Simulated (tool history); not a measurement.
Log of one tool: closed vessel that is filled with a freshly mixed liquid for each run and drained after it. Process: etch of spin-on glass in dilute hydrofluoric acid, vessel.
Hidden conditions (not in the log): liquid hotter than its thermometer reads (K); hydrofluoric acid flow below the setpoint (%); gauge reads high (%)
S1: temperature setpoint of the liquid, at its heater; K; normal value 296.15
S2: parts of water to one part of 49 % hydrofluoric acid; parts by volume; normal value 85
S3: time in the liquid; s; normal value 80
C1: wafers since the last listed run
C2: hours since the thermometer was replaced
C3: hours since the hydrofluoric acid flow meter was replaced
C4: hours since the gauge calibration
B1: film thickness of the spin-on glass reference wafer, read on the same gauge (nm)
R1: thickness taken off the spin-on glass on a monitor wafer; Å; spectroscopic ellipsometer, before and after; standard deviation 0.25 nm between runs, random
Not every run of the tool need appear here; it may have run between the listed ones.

run 1 hour=0 | S1=296.15 S2=55 S3=80 | C1=0 C2=2581.7 C3=888.5 C4=112 | B1=30 | R1=555.5
run 2 hour=18.4 | S1=298.65 S2=85 S3=105 | C1=1503 C2=2600.1 C3=906.9 C4=130.4 | B1=30.01 | R1=501.9
run 3 hour=42.7 | S1=298.65 S2=85 S3=105 | C1=1985 C2=2624.4 C3=931.2 C4=154.7 | B1=29.97 | R1=507.7
run 4 hour=73 | S1=296.15 S2=85 S3=60 | C1=2475 C2=2654.7 C3=961.5 C4=185 | B1=30 | R1=254.2
run 5 hour=90.1 | S1=296.15 S2=85 S3=60 | C1=1396 C2=2671.8 C3=978.6 C4=202.1 | B1=29.98 | R1=259.2
run 6 hour=122.6 | S1=296.15 S2=85 S3=50 | C1=2654 C2=2704.3 C3=1011.1 C4=234.6 | B1=29.97 | R1=212.7
run 7 hour=152.9 | S1=296.15 S2=105 S3=80 | C1=2475 C2=2734.6 C3=1041.4 C4=264.9 | B1=29.99 | R1=271.2
run 8 hour=166.7 | S1=296.15 S2=105 S3=80 | C1=1127 C2=2748.4 C3=1055.2 C4=278.7 | B1=30.01 | R1=267.5
run 9 hour=189.1 | S1=296.15 S2=85 S3=80 | C1=1829 C2=2770.8 C3=1077.6 C4=301.1 | B1=30 | R1=342
-- hour=202.7 thermometer replaced
run 10 hour=222.2 | S1=296.15 S2=85 S3=80 | C1=2622 C2=19.5 C3=1110.7 C4=334.2 | B1=30 | R1=335.8
run 11 hour=241.3 | S1=296.15 S2=85 S3=80 | C1=1560 C2=38.6 C3=1129.8 C4=353.3 | B1=30.01 | R1=335.1
-- hour=243.3 gauge calibrated
run 12 hour=268.5 | S1=296.15 S2=85 S3=60 | C1=2221 C2=65.8 C3=1157 C4=25.2 | B1=30.02 | R1=254.5
-- hour=273.5 hydrofluoric acid flow meter replaced
run 13 hour=291.2 | S1=296.15 S2=85 S3=80 | C1=1772 C2=88.5 C3=17.7 C4=47.9 | B1=29.99 | R1=384.8
run 14 hour=317.9 | S1=296.15 S2=70 S3=80 | C1=2181 C2=115.2 C3=44.4 C4=74.6 | B1=29.99 | R1=474.6
run 15 hour=341.9 | S1=291.15 S2=55 S3=110 | C1=1960 C2=139.2 C3=68.4 C4=98.6 | B1=30 | R1=688

Forecast run 16:
run 16 hour=374.6 | S1=294.15 S2=55 S3=35 | C1=2671 C2=171.9 C3=101.1 C4=131.3 | B1=? | R1=?

B1: 30.03
R1: 246.4 Å
On a tool with no hidden condition, and with the same random variation, this run would have come out at R1 249.1 Å.

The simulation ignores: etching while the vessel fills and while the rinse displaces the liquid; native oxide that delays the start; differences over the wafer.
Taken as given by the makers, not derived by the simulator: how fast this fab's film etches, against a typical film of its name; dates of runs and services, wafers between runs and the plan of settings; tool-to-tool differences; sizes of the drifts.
